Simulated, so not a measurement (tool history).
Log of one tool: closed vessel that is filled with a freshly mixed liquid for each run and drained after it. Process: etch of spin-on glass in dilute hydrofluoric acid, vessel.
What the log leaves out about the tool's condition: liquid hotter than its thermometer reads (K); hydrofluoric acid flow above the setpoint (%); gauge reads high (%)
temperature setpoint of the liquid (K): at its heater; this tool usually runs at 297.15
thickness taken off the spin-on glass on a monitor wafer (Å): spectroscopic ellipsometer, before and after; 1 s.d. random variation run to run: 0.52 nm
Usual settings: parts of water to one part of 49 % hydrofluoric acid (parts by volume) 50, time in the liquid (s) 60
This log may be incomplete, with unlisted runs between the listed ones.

run   hour  temperature setpoint of the liquid (K)  parts of water to one part of 49 % hydrofluoric acid (parts by volume)  time in the liquid (s)  wafers since the last listed run  hours since the thermometer was replaced  hours since the hydrofluoric acid flow meter was replaced  hours since the gauge calibration  read-back film thickness of the spin-on glass reference wafer, read on the same gauge (nm)  thickness taken off the spin-on glass on a monitor wafer (Å)
  1    0.0                                  299.65                                                                      50                      60                                 0                                     721.3                                                      553.4                              603.3                                                                                      120.00                                                         798.1
  2   22.3                                  299.65                                                                      50                      60                              3231                                     743.6                                                      575.7                              625.6                                                                                      119.97                                                         805.0
  3   35.9                                  300.15                                                                      50                      80                              1970                                     757.2                                                      589.3                              639.2                                                                                      119.96                                                        1101.9
      58.6  -- hydrofluoric acid flow meter replaced
  4   67.7                                  300.15                                                                      50                      80                              4462                                     789.0                                                        9.1                              671.0                                                                                      119.99                                                         982.4
  5   86.9                                  297.15                                                                      50                      60                              2781                                     808.2                                                       28.3                              690.2                                                                                      120.02                                                         650.4
  6  121.6                                  294.15                                                                      50                      60                              5027                                     842.9                                                       63.0                              724.9                                                                                      120.02                                                         579.7
  7  146.8                                  294.15                                                                      50                      60                              3651                                     868.1                                                       88.2                              750.1                                                                                      120.01                                                         588.3
  8  200.9                                  299.65                                                                      45                      60                              7838                                     922.2                                                      142.3                              804.2                                                                                      120.02                                                         841.8
  9  222.2                                  299.65                                                                      45                      60                              3086                                     943.5                                                      163.6                              825.5                                                                                      120.03                                                         845.1
 10  254.1                                  297.15                                                                      50                      60                              4622                                     975.4                                                      195.5                              857.4                                                                                      120.00                                                         692.9
     275.6  -- thermometer replaced
 11  287.4                                  297.15                                                                      50                      60                              4679                                      11.8                                                      228.8                              890.7                                                                                      120.00                                                         632.3
 12  316.8                                  297.15                                                                      50                      60                              4259                                      41.2                                                      258.2                              920.1                                                                                      119.97                                                         620.2
 13  341.8                                  297.15                                                                      50                      60                              3622                                      66.2                                                      283.2                              945.1                                                                                      120.01                                                         640.3
 14  355.7                                  297.15                                                                      50                      60                              2013                                      80.1                                                      297.1                              959.0                                                                                      119.99                                                         641.1
     360.8  -- gauge calibrated
 15  385.7                                  297.15                                                                      60                      60                              4346                                     110.1                                                      327.1                               24.9                                                                                      119.99                                                         531.9
 16  409.2                                  297.15                                                                      60                      60                              3404                                     133.6                                                      350.6                               48.4                                                                                      120.00                                                         531.6
 17  441.1                                  297.15                                                                      50                      60                              4622                                     165.5                                                      382.5                               80.3                                                                                      120.00                                                         660.9
 18  465.1                                  297.15                                                                      65                      60                              3477                                     189.5                                                      406.5                              104.3                                                                                      120.01                                                         502.9
 19  506.7                                  297.15                                                                      50                      60                              6027                                     231.1                                                      448.1                              145.9                                                                                      120.02                                                         676.8
 20  528.8                                  297.15                                                                      60                      45                              3202                                     253.2                                                      470.2                              168.0                                                                                      120.03                                                         415.0
 21  550.0                                  293.15                                                                      30                      30                              3071                                     274.4                                                      491.4                              189.2                                                                                      119.97                                                         491.7
     558.5  -- hydrofluoric acid flow meter replaced
 22  583.9                                  295.15                                                                      25                      40                              4766                                     308.3                                                       25.4                              223.1                                                                                      120.00                                                         791.0
 23  609.1                                  299.15                                                                      40                      90                              3651                                     333.5                                                       50.6                              248.3                                                                                      120.00                                                        1298.3
 24  626.6                                  297.15                                                                      50                      75                              2535                                     351.0                                                       68.1                              265.8                                                                                      120.01                                                         795.9
 25  719.9                                  292.65                                                                      75                      50                             13518                                     444.3                                                      161.4                              359.1                                                                                      119.98                                                         293.1
 26  748.2                                  295.65                                                                      65                      85                              4100                                     472.6                                                      189.7                              387.4                                                                                      119.97                                                         667.4
 27  781.1                                  297.15                                                                      50                      60                              4766                                     505.5                                                      222.6                              420.3                                                                                      119.98                                                         654.1
 28  800.5                                  297.15                                                                      35                      30                              2810                                     524.9                                                      242.0                              439.7                                                                                      120.01                                                         487.9
 29  826.0                                  297.15                                                                      50                      60                              3694                                     550.4                                                      267.5                              465.2                                                                                      119.95                                                         685.1
 30  842.9                                  297.15                                                                      65                      30                              2448                                     567.3                                                      284.4                              482.1                                                                                      119.97                                                         258.1
 31  875.2                                  297.15                                                                      50                      60                              4679                                     599.6                                                      316.7                              514.4                                                                                      120.03                                                         674.2
 32  891.7                                  292.65                                                                      75                      50                              2390                                     616.1                                                      333.2                              530.9                                                                                      119.96                                                         306.1
 33  906.1                                  297.15                                                                      40                      60                              2086                                     630.5                                                      347.6                              545.3                                                                                      120.01                                                         869.2

Measured less the same run without the tool's hidden state. The same run-to-run variation is in both; the gauge's scatter may not be:
run  thickness taken off the spin-on glass on a monitor wafer (Å)
  1                                                        +141.4
  2                                                        +147.0
  3                                                        +204.8
  4                                                         +84.0
  5                                                         +60.5
  6                                                         +60.8
  7                                                         +65.9
  8                                                        +103.8
  9                                                        +109.5
 10                                                         +96.5
 11                                                         +33.9
 12                                                         +38.4
 13                                                         +44.3
 14                                                         +46.8
 15                                                         +43.7
 16                                                         +47.1
 17                                                         +64.0
 18                                                         +52.6
 19                                                         +77.6
 20                                                         +50.4
 21                                                         +61.7
 22                                                         +42.0
 23                                                         +77.3
 24                                                         +51.8
 25                                                         +27.4
 26                                                         +67.3
 27                                                         +71.3
 28                                                         +55.7
 29                                                         +83.2
 30                                                         +32.5
 31                                                         +90.7
 32                                                         +43.2
 33                                                        +123.4
